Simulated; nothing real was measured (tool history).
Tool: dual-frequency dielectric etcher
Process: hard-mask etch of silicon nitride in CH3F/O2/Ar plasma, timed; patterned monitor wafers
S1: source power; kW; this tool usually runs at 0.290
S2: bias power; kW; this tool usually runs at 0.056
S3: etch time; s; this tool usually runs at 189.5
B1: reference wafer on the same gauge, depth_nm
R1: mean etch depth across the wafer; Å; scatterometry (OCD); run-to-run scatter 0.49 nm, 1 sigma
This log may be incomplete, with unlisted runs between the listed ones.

Run 1, day 0.000: usual settings but S2 0.062 kW, S3 146.0 s; B1 95.1. Result: R1 795 Å.
Run 2, day 2.029: usual settings but S2 0.062 kW, S3 146.0 s; B1 94.8. Result: R1 800 Å.
Run 3, day 3.362: usual settings; B1 94.7. Result: R1 989 Å.
Run 4, day 5.329: usual settings; B1 94.7. Result: R1 988 Å.
Run 5, day 8.038: usual settings; B1 94.4. Result: R1 983 Å.
Run 6, day 10.112: usual settings; B1 94.3. Result: R1 997 Å.
At day 11.404: bias power generator calibrated.
Run 7, day 11.712: usual settings; B1 94.3. Result: R1 985 Å.
Run 8, day 12.846: usual settings; B1 94.2. Result: R1 990 Å.
Run 9, day 13.975: usual settings; B1 94.1. Result: R1 987 Å.
Run 10, day 16.771: usual settings; B1 93.9. Result: R1 991 Å.
At day 17.996: upper electrode replaced.
At day 18.596: gauge calibrated.
At day 19.342: wet clean of the chamber.
Run 11, day 19.542: usual settings but S1 0.240 kW; B1 97.4. Result: R1 966 Å.
Run 12, day 22.517: usual settings but S1 0.240 kW; B1 97.2. Result: R1 969 Å.
Run 13, day 25.008: usual settings but S1 0.230 kW; B1 97.1. Result: R1 947 Å.
At day 25.800: source power generator calibrated.
Run 14, day 27.983: usual settings but S1 0.230 kW, S2 0.068 kW, S3 149.0 s; B1 96.9. Result: R1 817 Å.
Run 15, day 30.167: usual settings but S1 0.240 kW; B1 96.9. Result: R1 962 Å.
Run 16, day 31.429: usual settings but S1 0.350 kW; B1 96.7. Result: R1 1081 Å.
Run 17, day 34.133: usual settings but S2 0.063 kW, S3 232.0 s; B1 96.7. Result: R1 1303 Å.
Run 18, day 35.988: usual settings but S1 0.360 kW, S2 0.067 kW, S3 151.5 s; B1 96.4. Result: R1 936 Å.
Run 19, day 37.008: usual settings but S1 0.350 kW, S2 0.062 kW, S3 149.0 s; B1 96.5. Result: R1 879 Å.
At day 39.071: wet clean of the chamber.
Run 20, day 39.092: usual settings; B1 96.3. Result: R1 1009 Å.
Run 21, day 41.692: usual settings but S1 0.260 kW, S3 233.0 s; B1 96.2. Result: R1 1187 Å.
Run 22, day 44.675: usual settings but S1 0.330 kW, S2 0.067 kW; B1 96.1. Result: R1 1125 Å.
Run 23, day 46.000: usual settings; B1 95.9. Result: R1 1008 Å.
Run 24, day 47.029: usual settings; B1 96.1. Result: R1 1011 Å.
Run 25, day 48.308: usual settings but S2 0.048 kW, S3 232.0 s; B1 95.8. Result: R1 1158 Å.
Run 26, day 49.358: usual settings but S1 0.320 kW, S3 235.0 s; B1 95.8. Result: R1 1285 Å.
Run 27, day 51.300: usual settings but S2 0.069 kW; B1 95.8. Result: R1 1105 Å.
Run 28, day 52.454: usual settings but S1 0.250 kW, S3 153.0 s; B1 95.6. Result: R1 780 Å.
At day 55.962: wet clean of the chamber.
Run 29, day 55.983: usual settings but S1 0.250 kW, S2 0.063 kW; B1 95.4. Result: R1 1012 Å.
Run 30, day 57.933: usual settings but S2 0.065 kW, S3 209.0 s; B1 95.4. Result: R1 1184 Å.

Below are 4 alternative next runs, each starting from the tool's condition after run 30. Predict each:
Run A, day 57.954: usual settings; B1 ?. Result: R1 ?.
Run B, day 57.954: usual settings but S1 0.340 kW, S2 0.052 kW, S3 147.0 s; B1 ?. Result: R1 ?.
Run C, day 57.954: usual settings but S3 137.5 s; B1 ?. Result: R1 ?.
Run D, day 57.954: usual settings but S2 0.046 kW; B1 ?. Result: R1 ?.

run    B1    R1
  A  95.3  1000
  B  95.3   788
  C  95.3   725
  D  95.3   917
Stripped of hidden state, with their random variation kept, the same runs would have yielded:
run    R1
  A  1017
  B   802
  C   738
  D   932
